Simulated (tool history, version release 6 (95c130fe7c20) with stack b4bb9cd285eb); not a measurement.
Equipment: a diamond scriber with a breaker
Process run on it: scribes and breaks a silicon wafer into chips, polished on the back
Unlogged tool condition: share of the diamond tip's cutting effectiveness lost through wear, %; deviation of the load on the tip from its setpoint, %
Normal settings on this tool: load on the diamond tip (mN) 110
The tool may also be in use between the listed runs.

| run | day | load on the diamond tip (mN) | wafers since the last listed run | hours since the diamond tip was replaced | hours since the load on the tip was calibrated | incoming depth of the damage left on the back of the incoming wafer, um | depth of the median crack under the scribed line (um) | chips rejected at inspection after the break (%) |
|---|---|---|---|---|---|---|---|---|
| 1 | 0 | 118 | 0 | 123 | 476.5 | 0.01 | 7.59 | 2.47 |
| 2 | 0.612 | 118 | 34 | 137.7 | 491.2 | 0.03 | 7.32 | 2.56 |
| 3 | 1.125 | 118 | 28 | 150 | 503.5 | 0.03 | 7.51 | 2.52 |
| 4 | 1.7 | 110 | 32 | 163.8 | 517.3 | 0.03 | 7.01 | 3.42 |
| 5 | 2.379 | 110 | 37 | 180.1 | 533.6 | 0.03 | 6.88 | 3.66 |
| 6 | 3.079 | 110 | 39 | 196.9 | 550.4 | 0.05 | 6.98 | 3.66 |
| 7 | 3.771 | 110 | 38 | 213.5 | 567 | 0.03 | 6.73 | 3.64 |
| 8 | 4.375 | 110 | 33 | 228 | 581.5 | 0.05 | 6.98 | 3.68 |
| 9 | 5 | 110 | 34 | 243 | 596.5 | 0.04 | 6.74 | 3.94 |
| 10 | 5.475 | 110 | 26 | 254.4 | 607.9 | 0.03 | 6.76 | 4.26 |
| 11 | 5.962 | 110 | 27 | 266.1 | 619.6 | 0.01 | 6.87 | 3.92 |
| 12 | 6.275 | 84 | 17 | 273.6 | 627.1 | 0.03 | 5.84 | 10.53 |
| 13 | 6.888 | 84 | 34 | 288.3 | 641.8 | 0.03 | 5.88 | 9.64 |
| 14 | 7.296 | 100 | 22 | 298.1 | 651.6 | 0.05 | 6.53 | 5.88 |
|  | 7.617 | diamond tip replaced by a new one |
| 15 | 7.775 | 100 | 22 | 3.8 | 663.1 | 0.03 | 7.6 | 2.18 |
| 16 | 8.038 | 110 | 14 | 10.1 | 669.4 | 0.03 | 7.84 | 1.86 |
| 17 | 8.35 | 110 | 17 | 17.6 | 676.9 | 0.03 | 7.71 | 1.88 |
| 18 | 9.079 | 110 | 40 | 35.1 | 694.4 | 0.04 | 7.76 | 2.06 |
| 19 | 9.458 | 80 | 21 | 44.2 | 703.5 | 0.02 | 6.39 | 6.4 |
| 20 | 10.038 | 110 | 32 | 58.1 | 717.4 | 0.03 | 7.25 | 2.18 |
| 21 | 10.354 | 96 | 17 | 65.7 | 725 | 0.05 | 7.04 | 3.9 |
| 22 | 10.654 | 96 | 16 | 72.9 | 732.2 | 0.04 | 6.79 | 3.82 |
| 23 | 11.092 | 98 | 24 | 83.4 | 742.7 | 0.02 | 6.91 | 3.87 |
| 24 | 11.362 | 82 | 15 | 89.9 | 749.2 | 0.04 | 6.14 | 7.84 |
| 25 | 12.092 | 125 | 40 | 107.4 | 766.7 | 0.04 | 7.7 | 1.88 |
| 26 | 12.408 | 97 | 17 | 115 | 774.3 | 0.04 | 6.55 | 4.55 |
| 27 | 13.067 | 93 | 36 | 130.8 | 790.1 | 0.03 | 6.66 | 5.56 |
| 28 | 13.517 | 137 | 25 | 141.6 | 800.9 | 0.03 | 8.11 | 1.83 |
| 29 | 14.208 | 96 | 38 | 158.2 | 817.5 | 0.02 | 6.81 | 5.31 |
|  | 14.988 | load on the tip recalibrated |
| 30 | 15.871 | 86 | 88 | 198.1 | 21.2 | 0.01 | 6.04 | 8.32 |
| 31 | 16.229 | 110 | 20 | 206.7 | 29.8 | 0.03 | 7.05 | 3.73 |
| 32 | 16.938 | 99 | 39 | 223.7 | 46.8 | 0.01 | 6.66 | 5.35 |
| 33 | 17.25 | 132 | 17 | 231.2 | 54.3 | 0.02 | 7.7 | 2.13 |
| 34 | 17.538 | 128 | 16 | 238.1 | 61.2 | 0.03 | 7.54 | 2.22 |
| 35 | 18.058 | 127 | 29 | 250.6 | 73.7 | 0.04 | 7.65 | 1.99 |
| 36 | 18.379 | 81 | 17 | 258.3 | 81.4 | 0.03 | 5.78 | 9.47 |
|  | 18.904 | diamond tip replaced by a new one |
| 37 | 19.929 | 126 | 82 | 24.6 | 118.6 | 0.04 | 8.37 | 2.03 |

Forecast each of these 5 alternatives for the next run:
| A | 19.958 | 110 | 1 | 25.3 | 119.3 | 0.02 | ? | ? |
| B | 19.958 | 90 | 1 | 25.3 | 119.3 | 0.02 | ? | ? |
| C | 19.958 | 77 | 1 | 25.3 | 119.3 | 0.02 | ? | ? |
| D | 19.958 | 133 | 1 | 25.3 | 119.3 | 0.02 | ? | ? |
| E | 19.958 | 129 | 1 | 25.3 | 119.3 | 0.02 | ? | ? |

| run | depth of the median crack under the scribed line (um) | chips rejected at inspection after the break (%) |
|---|---|---|
| A | 7.5 | 1.97 |
| B | 6.79 | 3.84 |
| C | 6.31 | 6.65 |
| D | 8.27 | 2.38 |
| E | 8.14 | 2.16 |
With no hidden state in the tool, these same runs would have given:
| run | depth of the median crack under the scribed line (um) | chips rejected at inspection after the break (%) |
|---|---|---|
| A | 7.74 | 1.85 |
| B | 7.01 | 3.01 |
| C | 6.51 | 5.32 |
| D | 8.53 | 2.99 |
| E | 8.4 | 2.65 |
